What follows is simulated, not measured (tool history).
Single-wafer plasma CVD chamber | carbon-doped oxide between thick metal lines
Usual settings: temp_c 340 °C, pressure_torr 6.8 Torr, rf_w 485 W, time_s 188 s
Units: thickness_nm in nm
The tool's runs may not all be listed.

run    hour  temp_c  pressure_torr  rf_w  time_s  wafers since the last listed run  hours since the last thermocouple change  hours since the last RF generator calibration  hours since the last manometer calibration  hours since the showerhead was replaced  hours since the gauge calibration  read-back reference wafer on the same gauge, thickness_nm  thickness_nm
  1       0     340            6.8   485     188                                 0                                     216.2                                         1157.7                                      3083.5                                   4004.6                             2786.8                                                   1199.665        999.61
  2    88.9     340            6.8   485     188                               674                                     305.1                                         1246.6                                      3172.4                                   4093.5                             2875.7                                                   1200.485      1000.369
      158.7  -- capacitance manometer re-zeroed and calibrated
  3   188.1     340            6.8   485     188                               692                                     404.3                                         1345.8                                        29.4                                   4192.7                             2974.9                                                   1198.194       999.984
      257.9  -- RF generator calibrated
  4     292     340            6.8   485     188                               728                                     508.2                                           34.1                                       133.3                                   4296.6                             3078.8                                                   1201.534      1001.209
  5   378.7     340            6.8   485     188                               658                                     594.9                                          120.8                                         220                                   4383.3                             3165.5                                                   1198.413      1002.086
      439.5  -- thermocouple changed; heater temperature recalibrated, repeated, since the last time left the tool worse
  6   466.3     340            6.8   485     188                               604                                      26.8                                          208.4                                       307.6                                   4470.9                             3253.1                                                   1199.542      1016.638
  7   524.3     332           5.73   485     156                               440                                      84.8                                          266.4                                       365.6                                   4528.9                             3311.1                                                   1199.846       852.262
  8   572.7     333           7.27   485     202                               367                                     133.2                                          314.8                                         414                                   4577.3                             3359.5                                                   1199.542      1113.465
  9   622.6     329           6.24   430     206                               378                                     183.1                                          364.7                                       463.9                                   4627.2                             3409.4                                                   1200.338       1032.58
 10   703.4     334           7.64   400     160                               613                                     263.9                                          445.5                                       544.7                                     4708                             3490.2                                                   1200.313       745.822
      756.3  -- showerhead replaced
 11   809.1     340            6.8   485     188                               741                                     369.6                                          551.2                                       650.4                                     52.8                             3595.9                                                    1199.05      1020.714
 12   907.5     340            6.8   485     188                               747                                       468                                          649.6                                       748.8                                    151.2                             3694.3                                                   1200.589      1027.065
 13   962.3     352           5.27   435     156                               416                                     522.8                                          704.4                                       803.6                                      206                             3749.1                                                   1201.552       730.871
 14  1006.3     327           6.07   485     223                               334                                     566.8                                          748.4                                       847.6                                      250                             3793.1                                                   1199.448       1253.25
 15  1063.3     340            6.8   445     188                               432                                     623.8                                          805.4                                       904.6                                      307                             3850.1                                                   1199.027       957.697
     1090.1  -- gauge calibrated
 16  1166.5     340            6.8   485     188                               783                                       727                                          908.6                                      1007.8                                    410.2                               76.4                                                   1200.363      1024.251
 17  1233.5     346           5.71   485     207                               508                                       794                                          975.6                                      1074.8                                    477.2                              143.4                                                   1201.254       1097.21
 18  1335.2     340           6.19   450     157                               772                                     895.7                                         1077.3                                      1176.5                                    578.9                              245.1                                                   1202.313       804.141
 19    1392     340           6.26   485     212                               431                                     952.5                                         1134.1                                      1233.3                                    635.7                              301.9                                                   1199.375      1155.283
     1485.5  -- thermocouple changed; heater temperature recalibrated
 20    1486     345           5.83   410     205                               652                                       0.5                                         1228.1                                      1327.3                                    729.7                              395.9                                                   1199.333        928.04
       1721  -- RF generator calibrated
 21  1773.6     340            6.8   485     188                              2122                                     288.1                                           52.6                                      1614.9                                   1017.3                              683.5                                                   1199.695      1020.476
 22    1878     340           7.26   405     218                               792                                     392.5                                            157                                      1719.3                                   1121.7                              787.9                                                    1199.18       1011.67
 23  1966.7     340            6.8   485     188                               673                                     481.2                                          245.7                                        1808                                   1210.4                              876.6                                                   1199.605      1026.738
 24  2005.1     340            6.8   485     188                               291                                     519.6                                          284.1                                      1846.4                                   1248.8                                915                                                   1199.407      1029.422
 25    2100     345            6.8   485     188                               720                                     614.5                                            379                                      1941.3                                   1343.7                             1009.9                                                   1199.914      1017.298
 26  2206.2     340           5.22   530     212                               806                                     720.7                                          485.2                                      2047.5                                   1449.9                             1116.1                                                   1200.757      1211.254
 27  2303.7     340           5.74   485     188                               740                                     818.2                                          582.7                                        2145                                   1547.4                             1213.6                                                   1200.647      1021.509

The tool's hidden state at each run:
delivered RF power above the setpoint (%): 0 in every run
true pressure above the setpoint (%): 0 in every run
gauge reads high (%): 0 in every run
H1: wafer temperature above the value expected at the setpoint (K)
run       H1
  1     6.99
  2     6.65
  3     6.27
  4     5.88
  5     5.55
  6    0.197
  7  -0.0235
  8   -0.207
  9   -0.397
 10   -0.704
 11    -1.11
 12    -1.48
 13    -1.69
 14    -1.86
 15    -2.07
 16    -2.46
 17    -2.72
 18    -3.11
 19    -3.32
 20   -0.546
 21    -1.64
 22    -2.04
 23    -2.37
 24    -2.52
 25    -2.88
 26    -3.28
 27    -3.65
